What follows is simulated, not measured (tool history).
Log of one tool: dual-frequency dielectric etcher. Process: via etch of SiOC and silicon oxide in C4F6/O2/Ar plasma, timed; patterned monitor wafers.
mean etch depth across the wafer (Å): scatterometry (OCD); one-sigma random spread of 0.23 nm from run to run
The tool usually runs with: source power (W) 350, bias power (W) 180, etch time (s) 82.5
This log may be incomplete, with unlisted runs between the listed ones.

run    hour  source power (W)  bias power (W)  etch time (s)  read-back reference wafer on the same gauge, depth_nm  mean etch depth across the wafer (Å)
  1     0.0               400             180           82.5                                                  106.5                                   965
  2    67.9               400             180           82.5                                                  106.3                                   970
  3   173.9               350             146           82.5                                                  106.4                                   872
  4   215.0               350             146           82.5                                                  106.5                                   869
  5   295.0               350             146           82.5                                                  106.4                                   871
      336.8  -- wet clean of the chamber
  6   490.3               350             180           82.5                                                  106.4                                   878
      568.5  -- source power generator calibrated
  7   573.3               350             180           82.5                                                  106.5                                   886
      679.7  -- wet clean of the chamber, repeated, since the last time left the tool worse
  8   680.2               350             150           82.5                                                  106.4                                   864
  9   703.5               350             180           82.5                                                  106.3                                   909
 10   799.6               350             180           82.5                                                  106.3                                   912
 11   888.0               330             171           82.5                                                  106.4                                   882
 12   957.0               350             153           63.0                                                  106.4                                   668
 13  1060.6               350             219           82.5                                                  106.4                                   981
     1105.6  -- gauge calibrated
 14  1106.3               260             155           91.5                                                  106.5                                   874
 15  1178.8               430             155           76.0                                                  106.3                                   889
 16  1226.2               380             154           82.5                                                  106.5                                   911
     1282.0  -- wet clean of the chamber
     1287.4  -- bias power generator calibrated
     1317.8  -- upper electrode replaced
 17  1318.3               350             142           82.5                                                  106.5                                   850
 18  1358.1               350             180           82.5                                                  106.3                                   908
 19  1430.7               350             180           82.5                                                  106.4                                   913
 20  1471.0               350             180           82.5                                                  106.4                                   917

Run 21 comes next. What will it give?
 21  1709.3               430             146           63.5                                                      ?                                     ?

Run 21 yielded read-back reference wafer on the same gauge, depth_nm 106.4, mean etch depth across the wafer (Å) 726.
Without the tool's hidden state the same run would have given mean etch depth across the wafer (Å) 715.

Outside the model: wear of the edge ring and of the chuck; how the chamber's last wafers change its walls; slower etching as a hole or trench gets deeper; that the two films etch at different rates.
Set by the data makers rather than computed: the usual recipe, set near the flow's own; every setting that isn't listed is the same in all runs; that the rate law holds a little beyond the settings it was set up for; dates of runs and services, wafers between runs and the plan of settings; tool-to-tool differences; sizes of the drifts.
